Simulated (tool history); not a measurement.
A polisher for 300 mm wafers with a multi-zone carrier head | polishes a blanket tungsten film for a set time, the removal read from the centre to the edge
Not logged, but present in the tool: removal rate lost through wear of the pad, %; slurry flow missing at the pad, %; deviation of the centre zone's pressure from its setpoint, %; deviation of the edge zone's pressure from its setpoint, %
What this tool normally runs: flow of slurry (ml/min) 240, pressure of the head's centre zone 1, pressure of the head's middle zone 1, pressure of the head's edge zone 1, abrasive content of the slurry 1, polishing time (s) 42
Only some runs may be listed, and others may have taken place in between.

run,hour,flow of slurry (ml/min),pressure of the head's centre zone,pressure of the head's middle zone,pressure of the head's edge zone,abrasive content of the slurry,polishing time (s),wafers since the last listed run,wafers polished on this pad,hours since the slurry nozzle was cleaned,hours since the centre zone pressure was calibrated,hours since the edge zone pressure was calibrated,hours since the carrier head's membrane was replaced,"incoming thickness of the incoming film, nm",film removed at the wafer's centre (angstrom),film removed at mid-radius (angstrom),film removed at the wafer's edge (angstrom)
1,0,240,1,1,1,1,42,0,305,257.9,1049.9,806.6,1239.9,1222.9,2533,2636,2716
2,7,240,1,1,1,1,42,92,397,264.9,1056.9,813.6,1246.9,1195.2,2513,2611,2729
3,14.8,240,1,1,1,1,42,102,499,272.7,1064.7,821.4,1254.7,1197.8,2506,2611,2774
4,21.5,240,1,1,1,1,42,88,588,279.4,1071.4,828.1,1261.4,1201.8,2524,2635,2748
5,34.9,240,1,1,1,1,42,176,764,292.8,1084.8,841.5,1274.8,1202.6,2526,2600,2678
# hour 41: worn pad replaced by a new one
6,41.5,240,1,1,1,1,42,34,6,299.4,1091.4,848.1,1281.4,1220.7,2489,2611,2682
7,48.5,300,1,1,1,1,42,92,98,306.4,1098.4,855.1,1288.4,1216.7,2634,2712,2807
8,70.1,300,1,1,1,1,42,284,382,328,1120,876.7,1310,1209.1,2648,2713,2792
# hour 86.3: edge zone pressure recalibrated
# hour 88: carrier head's membrane replaced by a new one
9,88.5,240,1,0.91,1,1,50,193,576,346.4,1138.4,2.2,0.5,1204.2,2975,2852,3185
10,92,240,1,0.91,1,1,50,46,622,349.9,1141.9,5.7,4,1206.5,2991,2838,3222
11,99.4,240,1,0.92,1,0.85,42,97,719,357.3,1149.3,13.1,11.4,1233.2,2408,2325,2603
# hour 109.1: worn pad replaced by a new one
12,113.7,210,1,1.09,1,0.85,42,135,61,371.6,1163.6,27.4,25.7,1204.3,2330,2645,2492
13,127.4,240,1,1.05,1,1.2,51,180,241,385.3,1177.3,41.1,39.4,1192.9,3109,3428,3359
14,136.7,240,1,1,1,1,42,122,363,394.6,1186.6,50.4,48.7,1216.7,2463,2583,2666
15,150.4,160,1,0.9,1,1,30,180,544,408.3,1200.3,64.1,62.4,1196.2,1552,1481,1737
# hour 157.1: centre zone pressure recalibrated
# hour 167.3: worn pad replaced by a new one
# hour 196.6: slurry nozzle cleaned
16,197.1,240,1,1,1,1,42,522,379,0.5,40,110.8,109.1,1235.4,2760,2787,2850
17,210.2,240,1,0.96,1,1.25,36,172,552,13.6,53.1,123.9,122.2,1228.8,2428,2438,2546
18,217,170,0.92,1,1.03,0.9,42,89,641,20.4,59.9,130.7,129,1214.2,2279,2574,2700
# hour 228.2: worn pad replaced by a new one
19,228.7,270,1.05,0.88,1,1,42,101,6,32.1,71.6,142.4,140.7,1231.8,2940,2586,2880
20,238.6,240,1,1,1,1.2,42,130,136,42,81.5,152.3,150.6,1222,2842,2883,2953
21,251.2,240,1,1.07,1,1,47,165,302,54.6,94.1,164.9,163.2,1192.9,2988,3294,3204
22,263.3,240,1,1,0.93,0.9,42,159,461,66.7,106.2,177,175.3,1219.2,2604,2676,2731

Hidden state, per run?
removal rate lost through wear of the pad, %: 0 on each run
deviation of the centre zone's pressure from its setpoint, %: 0 on each run
deviation of the edge zone's pressure from its setpoint, %: 0 on each run
H1: slurry flow missing at the pad, %
run,H1
1,36.8
2,37.1
3,37.4
4,37.7
5,38.3
6,38.5
7,38.8
8,39.4
9,40
10,40.1
11,40.2
12,40.6
13,40.9
14,41
15,41.3
16,3.53
17,7.2
18,8.98
19,11.8
20,14.1
21,16.7
22,19.1
